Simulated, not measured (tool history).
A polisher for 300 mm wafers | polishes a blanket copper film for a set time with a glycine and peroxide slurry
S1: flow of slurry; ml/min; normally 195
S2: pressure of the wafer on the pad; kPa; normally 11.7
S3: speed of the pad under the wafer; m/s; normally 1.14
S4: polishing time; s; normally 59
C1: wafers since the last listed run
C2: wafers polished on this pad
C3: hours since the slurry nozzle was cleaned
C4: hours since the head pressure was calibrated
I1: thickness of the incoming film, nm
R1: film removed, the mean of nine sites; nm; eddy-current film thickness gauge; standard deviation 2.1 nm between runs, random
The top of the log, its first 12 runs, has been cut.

run,hour,S1,S2,S3,S4,C1,C2,C3,C4,I1,R1
# hour 620.4: slurry nozzle cleaned, repeated, since the last time left the tool worse
13,625.5,195,11.7,1.14,59,760,1291,5.1,655.3,1328.2,224.7
14,687.2,195,11.7,1.14,59,491,1782,66.8,717.0,1323.3,225.2
15,720.3,195,11.7,1.14,59,263,2045,99.9,750.1,1322.9,222.6
# hour 749.1: worn pad replaced by a new one
16,889.0,195,11.7,1.14,59,1310,1113,268.6,918.8,1323.9,223.2
17,915.4,175,11.7,1.14,59,210,1323,295.0,945.2,1303.0,223.9
18,958.1,255,11.7,1.00,59,339,1663,337.7,987.9,1316.9,202.5
19,1005.2,195,11.7,1.14,41,374,2038,384.8,1035.0,1308.9,157.1
# hour 1028.4: worn pad replaced by a new one
20,1034.7,195,10.3,1.14,59,202,50,414.3,1064.5,1292.3,201.8
21,1063.0,195,11.7,1.14,51,225,275,442.6,1092.8,1302.9,191.6
22,1114.1,250,11.7,1.14,59,406,682,493.7,1143.9,1316.8,227.9
23,1156.1,225,13.1,0.82,67,334,1016,535.7,1185.9,1325.2,219.5
# hour 1182.7: head pressure recalibrated
24,1203.5,235,11.7,1.26,59,361,1377,583.1,20.8,1300.3,247.7
25,1246.0,125,10.3,1.36,43,338,1715,625.6,63.3,1333.7,161.3
26,1292.4,160,10.3,0.74,76,369,2085,672.0,109.7,1316.2,187.6
# hour 1315.9: worn pad replaced by a new one
27,1339.2,160,13.8,0.90,59,340,185,718.8,156.5,1330.0,205.5
28,1382.0,165,11.7,1.14,40,340,525,761.6,199.3,1340.4,145.1
29,1412.0,195,11.7,1.14,59,238,764,791.6,229.3,1302.4,219.4
# hour 1418.1: slurry nozzle cleaned
30,1456.3,215,11.7,1.14,39,344,1108,38.2,273.6,1307.1,148.7
31,1483.8,135,13.8,1.14,59,218,1327,65.7,301.1,1310.4,245.6
32,1528.8,195,11.7,1.14,59,358,1685,110.7,346.1,1317.1,226.9
33,1581.3,195,11.7,1.14,59,417,2103,163.2,398.6,1310.4,224.9

5 options for the next run, each taken on its own from the tool as it stands now. Forecast them:
A,1581.7,140,11.7,1.14,59,3,2106,163.6,399.0,1316.1,?
B,1581.7,195,11.7,1.14,80,3,2106,163.6,399.0,1316.1,?
C,1581.7,195,11.7,1.14,79,3,2106,163.6,399.0,1316.1,?
D,1581.7,135,11.7,0.96,59,3,2106,163.6,399.0,1316.1,?
E,1581.7,195,13.1,1.52,59,3,2106,163.6,399.0,1316.1,?

run,R1
A,216.3
B,301.7
C,298.0
D,189.6
E,306.1
Had the tool no hidden state, the same runs would have come out as:
run,R1
A,217.4
B,303.0
C,299.2
D,190.6
E,307.4

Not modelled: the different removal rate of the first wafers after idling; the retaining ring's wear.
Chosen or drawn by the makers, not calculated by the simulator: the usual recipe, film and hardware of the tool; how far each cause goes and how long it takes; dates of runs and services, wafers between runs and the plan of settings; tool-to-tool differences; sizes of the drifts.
